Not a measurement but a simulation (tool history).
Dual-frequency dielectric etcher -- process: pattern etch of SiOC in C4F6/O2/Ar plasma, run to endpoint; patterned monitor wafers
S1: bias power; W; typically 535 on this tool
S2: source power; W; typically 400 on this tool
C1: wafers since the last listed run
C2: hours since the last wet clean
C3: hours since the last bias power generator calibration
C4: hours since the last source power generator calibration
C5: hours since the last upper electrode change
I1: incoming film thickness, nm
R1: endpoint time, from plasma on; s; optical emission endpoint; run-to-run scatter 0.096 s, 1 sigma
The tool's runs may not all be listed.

Run 1, hour 0: usual settings; C1 0; C2 540.1; C3 1560; C4 2973.4; C5 2648.5; I1 52.3. Result: R1 19.1 s.
Run 2, hour 7.5: usual settings; C1 102; C2 547.6; C3 1567.5; C4 2980.9; C5 2656; I1 52.5. Result: R1 19.3 s.
Run 3, hour 15.4: usual settings; C1 107; C2 555.5; C3 1575.4; C4 2988.8; C5 2663.9; I1 52.8. Result: R1 19.2 s.
Run 4, hour 46.6: usual settings; C1 425; C2 586.7; C3 1606.6; C4 3020; C5 2695.1; I1 52.1. Result: R1 18.9 s.
Run 5, hour 54.4: usual settings; C1 106; C2 594.5; C3 1614.4; C4 3027.8; C5 2702.9; I1 52.6. Result: R1 19 s.
At hour 91.9: wet clean of the chamber.
Run 6, hour 92.4: usual settings; C1 190; C2 0.5; C3 1652.4; C4 3065.8; C5 2740.9; I1 53. Result: R1 18.4 s.
Run 7, hour 92.7: usual settings; C1 4; C2 0.8; C3 1652.7; C4 3066.1; C5 2741.2; I1 52.9. Result: R1 18.5 s.
Run 8, hour 93.1: usual settings but S1 446 W; C1 5; C2 1.2; C3 1653.1; C4 3066.5; C5 2741.6; I1 52.8. Result: R1 19.7 s.
Run 9, hour 98.9: usual settings but S1 446 W; C1 79; C2 7; C3 1658.9; C4 3072.3; C5 2747.4; I1 52.7. Result: R1 19.6 s.
At hour 104.4: bias power generator calibrated.
Run 10, hour 114.4: usual settings; C1 156; C2 22.5; C3 10; C4 3087.8; C5 2762.9; I1 53.1. Result: R1 18.5 s.
Run 11, hour 131.8: usual settings but S1 442 W, S2 480 W; C1 237; C2 39.9; C3 27.4; C4 3105.2; C5 2780.3; I1 52.8. Result: R1 18.6 s.
At hour 158.8: source power generator calibrated.
Run 12, hour 183.7: usual settings but S1 406 W, S2 350 W; C1 652; C2 91.8; C3 79.3; C4 24.9; C5 2832.2; I1 52.8. Result: R1 21.5 s.
At hour 215: upper electrode replaced.
Run 13, hour 215.5: usual settings but S1 580 W, S2 310 W; C1 106; C2 123.6; C3 111.1; C4 56.7; C5 0.5; I1 52.8. Result: R1 19.2 s.
Run 14, hour 215.9: usual settings; C1 5; C2 124; C3 111.5; C4 57.1; C5 0.9; I1 52.8. Result: R1 18.5 s.
Run 15, hour 221.3: usual settings but S1 666 W, S2 370 W; C1 73; C2 129.4; C3 116.9; C4 62.5; C5 6.3; I1 52.7. Result: R1 17.3 s.
Run 16, hour 238.1: usual settings; C1 228; C2 146.2; C3 133.7; C4 79.3; C5 23.1; I1 53.1. Result: R1 18.5 s.
Run 17, hour 244.7: usual settings but S1 415 W; C1 89; C2 152.8; C3 140.3; C4 85.9; C5 29.7; I1 52.7. Result: R1 20.6 s.
Run 18, hour 257.5: usual settings; C1 174; C2 165.6; C3 153.1; C4 98.7; C5 42.5; I1 52.4. Result: R1 18.5 s.

For run 19, what comes out?
Run 19, hour 269.9: usual settings but S1 638 W, S2 500 W; C1 168; C2 178; C3 165.5; C4 111.1; C5 54.9; I1 52.3. Result: R1 ?.

R1: 16.2 s
On a tool with no hidden condition, and with the same random variation, this run would have come out at R1 15.9 s.

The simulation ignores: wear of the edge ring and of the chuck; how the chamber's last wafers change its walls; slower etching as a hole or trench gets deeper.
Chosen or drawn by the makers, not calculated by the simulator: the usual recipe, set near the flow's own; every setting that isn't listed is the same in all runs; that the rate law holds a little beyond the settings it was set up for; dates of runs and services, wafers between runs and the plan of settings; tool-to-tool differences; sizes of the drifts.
